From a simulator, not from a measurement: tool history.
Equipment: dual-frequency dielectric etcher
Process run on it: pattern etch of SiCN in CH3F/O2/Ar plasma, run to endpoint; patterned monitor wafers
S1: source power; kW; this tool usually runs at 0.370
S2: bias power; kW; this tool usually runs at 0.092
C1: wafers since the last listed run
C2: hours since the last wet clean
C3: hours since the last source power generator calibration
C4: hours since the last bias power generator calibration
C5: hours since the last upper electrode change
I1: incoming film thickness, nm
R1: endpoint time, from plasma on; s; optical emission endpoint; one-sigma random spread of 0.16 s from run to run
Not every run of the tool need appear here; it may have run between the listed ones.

run,hour,S1,S2,C1,C2,C3,C4,C5,I1,R1
1,0.0,0.370,0.092,0,63.7,1673.2,3471.6,4024.8,13.48,32.5
2,64.5,0.370,0.092,702,128.2,1737.7,3536.1,4089.3,13.44,32.1
3,107.1,0.370,0.092,463,170.8,1780.3,3578.7,4131.9,13.44,32.1
4,159.3,0.370,0.092,568,223.0,1832.5,3630.9,4184.1,13.60,32.5
5,238.3,0.370,0.092,860,302.0,1911.5,3709.9,4263.1,13.50,32.3
6,318.9,0.330,0.107,877,382.6,1992.1,3790.5,4343.7,13.60,32.6
7,368.7,0.330,0.107,542,432.4,2041.9,3840.3,4393.5,13.49,32.3
8,454.8,0.370,0.081,937,518.5,2128.0,3926.4,4479.6,13.59,33.7
9,512.4,0.370,0.081,627,576.1,2185.6,3984.0,4537.2,13.53,33.6
# hour 612.0: wet clean of the chamber
10,619.0,0.370,0.081,899,7.0,2292.2,4090.6,4643.8,13.58,33.0
11,701.8,0.400,0.092,901,89.8,2375.0,4173.4,4726.6,13.56,29.9
12,757.3,0.370,0.092,604,145.3,2430.5,4228.9,4782.1,13.43,30.6
13,816.8,0.370,0.092,647,204.8,2490.0,4288.4,4841.6,13.53,31.0
14,888.6,0.370,0.092,781,276.6,2561.8,4360.2,4913.4,13.54,30.9
15,968.0,0.370,0.092,864,356.0,2641.2,4439.6,4992.8,13.45,30.7
16,1063.0,0.370,0.092,1034,451.0,2736.2,4534.6,5087.8,13.59,30.6
17,1125.5,0.370,0.092,680,513.5,2798.7,4597.1,5150.3,13.45,30.6
18,1206.6,0.410,0.084,883,594.6,2879.8,4678.2,5231.4,13.57,30.2
19,1286.1,0.330,0.106,865,674.1,2959.3,4757.7,5310.9,13.41,30.5
20,1341.6,0.370,0.092,604,729.6,3014.8,4813.2,5366.4,13.57,30.7
21,1397.3,0.370,0.092,606,785.3,3070.5,4868.9,5422.1,13.53,30.5
# hour 1424.0: wet clean of the chamber, repeated, since the last time left the tool worse
22,1495.3,0.450,0.086,805,71.3,3168.5,4966.9,5520.1,13.54,30.1
# hour 1572.3: bias power generator calibrated
# hour 1579.5: upper electrode replaced
23,1585.9,0.390,0.074,864,161.9,3259.1,13.6,6.4,13.43,33.9
24,1639.3,0.290,0.109,581,215.3,3312.5,67.0,59.8,13.41,35.1
25,1727.0,0.350,0.080,954,303.0,3400.2,154.7,147.5,13.41,34.9
# hour 1785.7: source power generator calibrated
# hour 1989.7: wet clean of the chamber
26,1990.2,0.370,0.092,2561,0.5,204.5,417.9,410.7,13.43,32.3
27,2033.4,0.370,0.092,470,43.7,247.7,461.1,453.9,13.54,32.6
28,2137.0,0.370,0.070,1128,147.3,351.3,564.7,557.5,13.42,35.7
29,2388.3,0.370,0.092,2736,398.6,602.6,816.0,808.8,13.43,32.0
30,2533.6,0.370,0.092,1582,543.9,747.9,961.3,954.1,13.47,31.8
# hour 2578.7: wet clean of the chamber
31,2624.8,0.370,0.073,731,46.1,839.1,1052.5,1045.3,13.52,35.9
32,2940.1,0.430,0.077,3433,361.4,1154.4,1367.8,1360.6,13.42,31.5
33,3019.1,0.370,0.084,860,440.4,1233.4,1446.8,1439.6,13.49,33.4
34,3102.0,0.370,0.092,902,523.3,1316.3,1529.7,1522.5,13.35,31.5

The tool's hidden state at each run:
source power that arrives over what is set, %: 0 across all the runs
bias power that arrives over what is set, %: 0 across all the runs
H1: etch rate over this chamber's usual, %
run,H1
1,0.547
2,0.751
3,0.885
4,1.05
5,1.3
6,1.55
7,1.71
8,1.98
9,2.16
10,4.39
11,4.65
12,4.82
13,5.01
14,5.24
15,5.49
16,5.78
17,5.98
18,6.24
19,6.49
20,6.66
21,6.84
22,0.298
23,0.584
24,0.752
25,1.03
26,0.011
27,0.147
28,0.473
29,1.27
30,1.72
31,0.346
32,1.34
33,1.59
34,1.85
